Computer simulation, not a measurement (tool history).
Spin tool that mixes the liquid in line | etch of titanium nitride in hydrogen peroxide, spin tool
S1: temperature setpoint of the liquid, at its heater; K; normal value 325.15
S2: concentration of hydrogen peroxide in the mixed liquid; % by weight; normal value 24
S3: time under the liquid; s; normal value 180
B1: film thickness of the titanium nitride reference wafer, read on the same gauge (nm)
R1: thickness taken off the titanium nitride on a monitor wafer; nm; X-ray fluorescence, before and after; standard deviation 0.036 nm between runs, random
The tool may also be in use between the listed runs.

run   hour      S1    S2   S3     B1     R1
  1      0  325.15    24  180  70.02   6.76
  2    7.7  325.15    24  180  69.99   6.74
  3   15.8  325.15    24  180     70   6.75
  4     30  325.15  18.5  205  69.96   7.22
  5   41.2  325.15  18.5  205  70.01   7.24
  6     49  325.15  18.5  205  70.02   7.25
  7   60.3  325.15    24  180  70.04   6.69
      78.7  -- peroxide flow meter replaced
  8  114.3  325.15    24  150  69.93   5.47
  9    126  325.15    24  285     70  10.36
     130.8  -- gauge calibrated
     135.1  -- new drum of peroxide connected
 10  143.4  315.65    24  110     70   1.94
 11  155.2  319.15  27.5  250  70.04   5.92
     163.1  -- heated supply line repaired
     168.1  -- thermometer replaced
 12  171.8  325.15    24  285  69.99  15.34
 13  183.2  332.65  17.5  250     70  21.18
 14  196.2  319.15  27.5  250  70.01   8.87
 15  244.7  332.65  21.5  180  70.01  15.79

Here are 4 independent what-if runs from the current tool condition. What would each one return?
  A  245.2  316.65  24  180   ?   ?
  B  245.2  331.65  24  235   ?   ?
  C  245.2  325.15  24  290   ?   ?
  D  245.2  325.15  24  245   ?   ?

run     B1     R1
  A  70.03    5.1
  B  70.03  19.62
  C  70.03  15.35
  D  70.03  12.96
Had the tool no hidden state, the same runs would have come out as:
run     R1
  A   5.31
  B  20.35
  C  15.94
  D  13.46

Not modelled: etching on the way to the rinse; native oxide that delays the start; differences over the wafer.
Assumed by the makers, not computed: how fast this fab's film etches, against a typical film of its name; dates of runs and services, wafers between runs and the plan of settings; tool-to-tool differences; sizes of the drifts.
